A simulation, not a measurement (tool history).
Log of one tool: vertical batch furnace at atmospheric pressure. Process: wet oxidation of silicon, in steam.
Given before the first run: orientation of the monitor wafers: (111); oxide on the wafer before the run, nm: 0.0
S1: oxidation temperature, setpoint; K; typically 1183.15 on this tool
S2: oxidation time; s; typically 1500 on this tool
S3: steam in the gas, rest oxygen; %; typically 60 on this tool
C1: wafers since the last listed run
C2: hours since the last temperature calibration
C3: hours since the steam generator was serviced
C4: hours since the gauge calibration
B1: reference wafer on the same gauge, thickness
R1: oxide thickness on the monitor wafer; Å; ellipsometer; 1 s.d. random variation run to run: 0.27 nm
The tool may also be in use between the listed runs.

Run 1, hour 0: usual settings but S1 1189.15 K, S2 1860 s; C1 0; C2 2982; C3 1381.6; C4 172.4; B1 78.04. Result: R1 1048.7 Å.
Run 2, hour 39.5: usual settings but S1 1198.15 K; C1 797; C2 3021.5; C3 1421.1; C4 211.9; B1 78.21. Result: R1 951 Å.
Run 3, hour 112.8: usual settings but S1 1198.15 K; C1 1479; C2 3094.8; C3 1494.4; C4 285.2; B1 78.05. Result: R1 960.8 Å.
Run 4, hour 206.4: usual settings but S1 1198.15 K; C1 1889; C2 3188.4; C3 1588; C4 378.8; B1 78.11. Result: R1 952.7 Å.
Run 5, hour 266.6: usual settings; C1 1215; C2 3248.6; C3 1648.2; C4 439; B1 78.17. Result: R1 799.7 Å.
Run 6, hour 324: usual settings; C1 1158; C2 3306; C3 1705.6; C4 496.4; B1 78.11. Result: R1 797.3 Å.
Run 7, hour 388.4: usual settings; C1 1300; C2 3370.4; C3 1770; C4 560.8; B1 78.13. Result: R1 802.2 Å.
Run 8, hour 451.7: usual settings; C1 1278; C2 3433.7; C3 1833.3; C4 624.1; B1 78.07. Result: R1 797.2 Å.
Run 9, hour 499.7: usual settings; C1 969; C2 3481.7; C3 1881.3; C4 672.1; B1 78.11. Result: R1 795.5 Å.
Run 10, hour 557.1: usual settings; C1 1158; C2 3539.1; C3 1938.7; C4 729.5; B1 78.12. Result: R1 795.7 Å.
Run 11, hour 597.6: usual settings; C1 817; C2 3579.6; C3 1979.2; C4 770; B1 78.16. Result: R1 797 Å.
Run 12, hour 642.1: usual settings; C1 898; C2 3624.1; C3 2023.7; C4 814.5; B1 78.02. Result: R1 798 Å.
Run 13, hour 717.7: usual settings; C1 1526; C2 3699.7; C3 2099.3; C4 890.1; B1 78.19. Result: R1 792 Å.
At hour 806.8: steam generator serviced.
Run 14, hour 807.3: usual settings but S1 1166.15 K, S2 930 s; C1 1324; C2 3789.3; C3 0.5; C4 979.7; B1 78.04. Result: R1 410.5 Å.
Run 15, hour 862.2: usual settings but S3 54 %; C1 1108; C2 3844.2; C3 55.4; C4 1034.6; B1 78.09. Result: R1 742.7 Å.
Run 16, hour 943.7: usual settings but S3 54 %; C1 1645; C2 3925.7; C3 136.9; C4 1116.1; B1 78.09. Result: R1 738.3 Å.
Run 17, hour 1003.1: usual settings; C1 1199; C2 3985.1; C3 196.3; C4 1175.5; B1 78.23. Result: R1 814.5 Å.
Run 18, hour 1060.4: usual settings; C1 1156; C2 4042.4; C3 253.6; C4 1232.8; B1 78.11. Result: R1 811.1 Å.
Run 19, hour 1154.5: usual settings; C1 1899; C2 4136.5; C3 347.7; C4 1326.9; B1 78.1. Result: R1 819.2 Å.
Run 20, hour 1194: usual settings but S1 1205.15 K, S3 70 %; C1 797; C2 4176; C3 387.2; C4 1366.4; B1 78.17. Result: R1 1194.4 Å.
At hour 1245.7: thermocouples replaced and temperature profile calibrated.
Run 21, hour 1246.2: usual settings but S3 71 %; C1 569; C2 0.5; C3 439.4; C4 1418.6; B1 78.13. Result: R1 917.1 Å.
Run 22, hour 1289.9: usual settings but S1 1198.15 K; C1 882; C2 44.2; C3 483.1; C4 1462.3; B1 78.19. Result: R1 937.5 Å.
Run 23, hour 1328.6: usual settings; C1 781; C2 82.9; C3 521.8; C4 1501; B1 78.12. Result: R1 790 Å.
Run 24, hour 1414: usual settings but S1 1176.15 K, S2 780 s, S3 66 %; C1 1724; C2 168.3; C3 607.2; C4 1586.4; B1 78.05. Result: R1 429.3 Å.
Run 25, hour 1555.6: usual settings; C1 2858; C2 309.9; C3 748.8; C4 1728; B1 78.15. Result: R1 793.2 Å.
At hour 1569.8: gauge calibrated.
Run 26, hour 1609.6: usual settings but S1 1194.15 K, S2 2100 s; C1 1090; C2 363.9; C3 802.8; C4 39.8; B1 78.09. Result: R1 1214 Å.
Run 27, hour 1646.7: usual settings; C1 749; C2 401; C3 839.9; C4 76.9; B1 78.04. Result: R1 788 Å.
Run 28, hour 1691.7: usual settings; C1 908; C2 446; C3 884.9; C4 121.9; B1 78.04. Result: R1 788.8 Å.
Run 29, hour 1798: usual settings but S2 1080 s, S3 55 %; C1 2146; C2 552.3; C3 991.2; C4 228.2; B1 78.06. Result: R1 543.6 Å.
Run 30, hour 1887.2: usual settings but S1 1174.15 K, S2 2040 s, S3 67 %; C1 1800; C2 641.5; C3 1080.4; C4 317.4; B1 78.14. Result: R1 1022.3 Å.
Run 31, hour 1992.9: usual settings but S1 1165.15 K, S2 1320 s, S3 67 %; C1 2134; C2 747.2; C3 1186.1; C4 423.1; B1 78.1. Result: R1 606.8 Å.
Run 32, hour 2052.7: usual settings but S3 57 %; C1 1207; C2 807; C3 1245.9; C4 482.9; B1 78.12. Result: R1 761.5 Å.
Run 33, hour 2144.9: usual settings but S1 1162.15 K, S3 50 %; C1 1861; C2 899.2; C3 1338.1; C4 575.1; B1 78.02. Result: R1 497.4 Å.
Run 34, hour 2211.3: usual settings but S1 1203.15 K; C1 1340; C2 965.6; C3 1404.5; C4 641.5; B1 78.05. Result: R1 1003.1 Å.
Run 35, hour 2255.2: usual settings but S1 1193.15 K, S3 65 %; C1 886; C2 1009.5; C3 1448.4; C4 685.4; B1 78.14. Result: R1 966.7 Å.
Run 36, hour 2322.9: usual settings; C1 1366; C2 1077.2; C3 1516.1; C4 753.1; B1 78.17. Result: R1 798.7 Å.
Run 37, hour 2374.9: usual settings but S1 1167.15 K, S2 1920 s; C1 1049; C2 1129.2; C3 1568.1; C4 805.1; B1 78.12. Result: R1 796.1 Å.
Run 38, hour 2478.8: usual settings but S2 2010 s; C1 2097; C2 1233.1; C3 1672; C4 909; B1 78.08. Result: R1 1034.8 Å.
Run 39, hour 2568.2: usual settings; C1 1804; C2 1322.5; C3 1761.4; C4 998.4; B1 78.05. Result: R1 790.3 Å.

3 options for the next run, each taken on its own from the tool as it stands now. Forecast them:
Run A, hour 2572.2: usual settings but S1 1199.15 K; C1 80; C2 1326.5; C3 1765.4; C4 1002.4; B1 ?. Result: R1 ?.
Run B, hour 2572.2: usual settings but S1 1173.15 K, S2 900 s; C1 80; C2 1326.5; C3 1765.4; C4 1002.4; B1 ?. Result: R1 ?.
Run C, hour 2572.2: usual settings but S1 1190.15 K, S2 840 s, S3 54 %; C1 80; C2 1326.5; C3 1765.4; C4 1002.4; B1 ?. Result: R1 ?.

run     B1     R1
  A  78.11  961.1
  B  78.11  432.6
  C  78.11  465.5
Take away the tool's hidden state, keep each run's random variation, and the runs would have read:
run     R1
  A  955.1
  B  426.6
  C  461.4
